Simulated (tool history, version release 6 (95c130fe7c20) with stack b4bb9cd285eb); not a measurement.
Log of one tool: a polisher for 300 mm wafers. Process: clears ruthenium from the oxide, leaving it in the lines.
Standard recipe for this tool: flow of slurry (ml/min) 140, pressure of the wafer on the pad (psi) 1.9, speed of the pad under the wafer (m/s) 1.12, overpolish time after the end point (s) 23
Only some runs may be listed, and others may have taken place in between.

run,day,flow of slurry (ml/min),pressure of the wafer on the pad (psi),speed of the pad under the wafer (m/s),overpolish time after the end point (s),wafers since the last listed run,wafers polished on this pad,hours since the slurry nozzle was cleaned,hours since the head pressure was calibrated,"incoming thickness of the incoming film, nm",time until the end point was called (s)
1,0.000,140,1.9,1.12,23,0,534,148.3,351.0,160.6,188.8
# day 3.421: head pressure recalibrated
2,8.292,140,1.9,1.12,23,1486,2021,347.3,116.9,161.8,206.5
3,11.450,140,1.9,1.12,23,572,2593,423.1,192.7,160.1,207.7
# day 11.821: worn pad replaced by a new one
4,14.933,170,1.9,1.12,23,600,564,506.7,276.3,158.9,183.9
5,18.108,170,1.9,1.12,23,575,1139,582.9,352.5,159.7,188.6
# day 19.158: slurry nozzle cleaned
# day 20.817: head pressure recalibrated
6,22.604,170,1.9,1.12,23,791,1931,82.7,42.9,162.9,207.9
# day 26.150: worn pad replaced by a new one
7,26.971,140,1.9,1.26,23,760,148,187.5,147.7,160.4,170.4
8,30.750,140,1.9,1.26,23,684,833,278.2,238.4,156.7,170.0
9,32.692,140,1.9,1.26,23,351,1185,324.8,285.0,158.9,179.7
10,34.296,140,1.9,1.32,34,290,1475,363.3,323.5,161.3,177.9
11,36.175,140,1.6,1.12,23,340,1816,408.4,368.6,162.0,236.3
# day 36.338: head pressure recalibrated
12,39.512,140,1.9,1.12,30,589,2405,488.5,76.2,159.0,210.3
# day 40.221: worn pad replaced by a new one
13,42.638,105,1.9,1.12,23,535,437,563.5,151.2,157.5,196.2
# day 44.092: slurry nozzle cleaned
14,46.379,140,1.9,1.36,23,670,1107,54.9,241.0,158.7,164.4
15,48.950,140,1.9,1.12,23,465,1573,116.6,302.7,159.0,195.0
# day 53.704: head pressure recalibrated
# day 54.904: worn pad replaced by a new one
16,58.458,140,2.6,0.88,18,1677,643,344.8,114.1,160.5,177.2
17,62.446,140,1.2,1.12,23,722,1366,440.5,209.8,160.2,289.8
18,65.367,180,1.5,1.12,23,529,1895,510.6,279.9,159.0,232.6

How would selected steps in time until the end point was called (s) from run to run divide? Give the signed amount a tool lacking its hidden state would still show from settings, what came in and random variation, and the signed amount left for the hidden state, including any gauge scatter that is not in both of the compared results.
What the log doesn't record here: removal rate lost through wear of the pad, %; slurry flow missing at the pad, %; deviation of the head's pressure from its setpoint, %.
Run 3 -> 4: flow of slurry (ml/min) 140 -> 170, worn pad replaced by a new one. time until the end point was called (s) -23.8: hidden state -20.5, all else -3.3.
Run 16 -> 17: pressure of the wafer on the pad (psi) 2.6 -> 1.2, speed of the pad under the wafer (m/s) 0.88 -> 1.12, overpolish time after the end point (s) 18 -> 23. time until the end point was called (s) +112.6: hidden state +14.1, all else +98.5.
